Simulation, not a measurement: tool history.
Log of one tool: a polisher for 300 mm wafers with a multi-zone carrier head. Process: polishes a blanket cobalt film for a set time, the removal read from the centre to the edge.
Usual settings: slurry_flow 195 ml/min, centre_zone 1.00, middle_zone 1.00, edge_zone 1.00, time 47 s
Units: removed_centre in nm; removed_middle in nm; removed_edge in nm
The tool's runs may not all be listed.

run	hour	slurry_flow	centre_zone	middle_zone	edge_zone	time	wafers since the last listed run	wafers polished on this pad	hours since the slurry nozzle was cleaned	hours since the centre zone pressure was calibrated	hours since the edge zone pressure was calibrated	hours since the carrier head's membrane was replaced	incoming thickness of the incoming film, nm	removed_centre	removed_middle	removed_edge
1	0.0	160	1.00	1.00	1.00	47	0	499	89.6	509.3	49.1	1728.8	749.0	115.8	116.1	119.3
2	25.9	160	1.00	1.00	1.00	47	334	834	115.5	535.2	75.0	1754.7	749.6	114.7	115.7	120.6
3	73.6	160	1.00	1.00	1.00	47	616	1450	163.2	582.9	122.7	1802.4	758.6	112.5	114.2	118.6
4	98.1	195	1.00	1.00	1.00	37	316	1766	187.7	607.4	147.2	1826.9	748.9	92.6	94.7	96.3
5	168.8	195	1.00	1.00	1.00	37	913	2680	258.4	678.1	217.9	1897.6	766.2	90.1	92.8	94.2
6	220.2	195	1.00	1.00	1.00	38	663	3344	309.8	729.5	269.3	1949.0	753.5	92.3	93.8	96.2
# hour 253.3: worn pad replaced by a new one
7	265.9	195	0.94	1.00	1.04	47	538	162	355.5	775.2	315.0	1994.7	759.6	107.4	113.6	121.7
# hour 274.6: centre zone pressure recalibrated
# hour 302.9: carrier head's membrane replaced by a new one
8	303.4	225	1.04	1.00	1.00	47	393	556	393.0	28.8	352.5	0.5	761.3	121.5	116.6	120.5
9	329.1	195	1.00	1.00	1.00	47	331	888	418.7	54.5	378.2	26.2	751.6	111.6	112.8	117.1
10	373.6	195	1.08	1.00	1.00	55	574	1462	463.2	99.0	422.7	70.7	754.6	142.6	137.5	139.1
11	436.9	260	0.93	1.11	1.03	47	817	2280	526.5	162.3	486.0	134.0	762.1	111.5	129.8	123.5
12	491.0	195	1.00	1.00	1.00	47	698	2979	580.6	216.4	540.1	188.1	760.0	111.5	112.1	118.4
# hour 514.2: slurry nozzle cleaned
13	534.1	195	1.05	0.94	0.93	47	543	3523	19.9	259.5	583.2	231.2	746.3	129.5	115.8	119.4
# hour 577.8: worn pad replaced by a new one
14	581.2	175	1.00	1.10	1.00	47	556	43	67.0	306.6	630.3	278.3	759.8	118.9	132.0	123.1
15	610.2	220	0.95	1.00	0.88	37	374	418	96.0	335.6	659.3	307.3	770.9	93.6	97.6	93.1
16	680.8	195	1.00	1.11	1.00	47	911	1330	166.6	406.2	729.9	377.9	768.4	119.7	130.8	119.1
17	740.6	195	1.09	1.00	1.00	60	772	2102	226.4	466.0	789.7	437.7	771.7	165.7	153.9	158.2
18	849.8	215	0.88	1.06	1.00	40	1410	3513	335.6	575.2	898.9	546.9	759.1	89.2	110.5	102.6
19	891.0	150	0.94	0.91	1.00	47	532	4045	376.8	616.4	940.1	588.1	749.4	103.4	103.6	115.1
20	919.2	160	1.00	1.00	1.07	53	364	4409	405.0	644.6	968.3	616.3	746.7	125.1	129.0	136.0
# hour 937.0: worn pad replaced by a new one
21	951.6	195	0.93	1.00	1.00	47	366	188	437.4	677.0	1000.7	648.7	766.1	106.2	118.1	120.0
22	995.2	195	1.00	1.00	1.00	47	563	751	481.0	720.6	1044.3	692.3	761.2	114.9	117.4	118.2
# hour 1018.9: centre zone pressure recalibrated
23	1062.3	125	1.04	1.00	1.00	47	840	1592	548.1	43.4	1111.4	759.4	769.8	108.5	107.5	113.2

3 ways to go on from here, each from the tool as it stands after run 23. What would each give?
A	1062.7	250	1.00	1.00	1.00	47	5	1598	548.5	43.8	1111.8	759.8	764.3	?	?	?
B	1062.7	240	0.91	1.00	1.00	55	5	1598	548.5	43.8	1111.8	759.8	764.3	?	?	?
C	1062.7	195	1.00	1.00	1.11	37	5	1598	548.5	43.8	1111.8	759.8	764.3	?	?	?

run	removed_centre	removed_middle	removed_edge
A	118.8	121.2	124.2
B	126.1	141.0	144.7
C	89.5	91.8	100.1
Without the tool's hidden state the same runs would have given:
run	removed_centre	removed_middle	removed_edge
A	126.3	128.0	129.4
B	134.4	149.3	150.9
C	96.5	98.1	105.1

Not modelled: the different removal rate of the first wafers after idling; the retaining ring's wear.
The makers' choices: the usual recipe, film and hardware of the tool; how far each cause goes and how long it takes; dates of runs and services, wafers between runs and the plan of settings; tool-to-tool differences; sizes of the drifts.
